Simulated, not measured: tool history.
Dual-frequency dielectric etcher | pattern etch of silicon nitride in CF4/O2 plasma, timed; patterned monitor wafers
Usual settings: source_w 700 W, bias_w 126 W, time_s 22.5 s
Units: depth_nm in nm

run     day  source_w  bias_w  time_s  read-back reference wafer on the same gauge, depth_nm  depth_nm
  1       0       700     146    22.5                                                   44.8        49
      1.892  -- gauge calibrated
      3.079  -- upper electrode replaced
  2   4.088       700     126      18                                                   44.8      38.1
  3   7.846       700     134    22.5                                                   44.9      48.1
  4  10.721       700     126    22.5                                                   44.9      47.2
  5  12.583       640     126    22.5                                                   44.8      44.3
  6  14.942       700     126      21                                                   44.9      44.7
  7  17.479       700     126    22.5                                                   44.9      48.3
  8  20.608       700     126    28.5                                                   44.9      60.4
  9  23.858       530     108      18                                                   44.9      29.7
     26.867  -- wet clean of the chamber
 10  26.996       600     141      17                                                     45      31.6
 11  30.438       850     108    16.5                                                     45      38.7
 12   33.55       700     157    25.5                                                   44.9      56.4
     35.725  -- source power generator calibrated
 13   36.95       580     148      27                                                   44.9      51.8
     38.021  -- bias power generator calibrated
 14  41.054       700     140    22.5                                                   44.9      49.9
 15  43.133       700     126    22.5                                                   44.9      49.2
 16  44.958       590     126    20.5                                                     45      38.6
 17  49.088       750     126      17                                                   44.8      39.7
 18  50.629       700     144      16                                                   44.9      36.7
 19  53.371       530     155    16.5                                                     45      30.4
 20  55.071       700     103      17                                                   44.9      35.9
 21  57.429       700     126      29                                                     45      64.5
     59.679  -- wet clean of the chamber
 22  60.688       700     104    22.5                                                   44.9      45.6
 23  63.171       700     126    22.5                                                   44.9      47.5
 24  64.804       700     104    27.5                                                   44.9      56.5
 25  67.875       840     139    29.5                                                   44.9        75
 26  72.017       520     102    25.5                                                   44.9      41.4
 27  82.504       700      96      16                                                   44.9      33.2
 28  84.896       700     126    22.5                                                   44.9      49.5
 29  89.175       700     142      20                                                   44.8      45.5

Forecast each of these 5 alternatives for the next run:
  A  89.192       870     126    22.5                                                      ?         ?
  B  89.192       530     126    22.5                                                      ?         ?
  C  89.192       570     105      18                                                      ?         ?
  D  89.192       700     156    22.5                                                      ?         ?
  E  89.192       530     110    28.5                                                      ?         ?

run  read-back reference wafer on the same gauge, depth_nm  depth_nm
  A                                                     45      59.4
  B                                                     45      39.3
  C                                                     45        32
  D                                                     45      52.2
  E                                                     45      48.3
Without the tool's hidden state the same runs would have given:
run  depth_nm
  A      56.9
  B      37.7
  C      30.7
  D        50
  E      46.3

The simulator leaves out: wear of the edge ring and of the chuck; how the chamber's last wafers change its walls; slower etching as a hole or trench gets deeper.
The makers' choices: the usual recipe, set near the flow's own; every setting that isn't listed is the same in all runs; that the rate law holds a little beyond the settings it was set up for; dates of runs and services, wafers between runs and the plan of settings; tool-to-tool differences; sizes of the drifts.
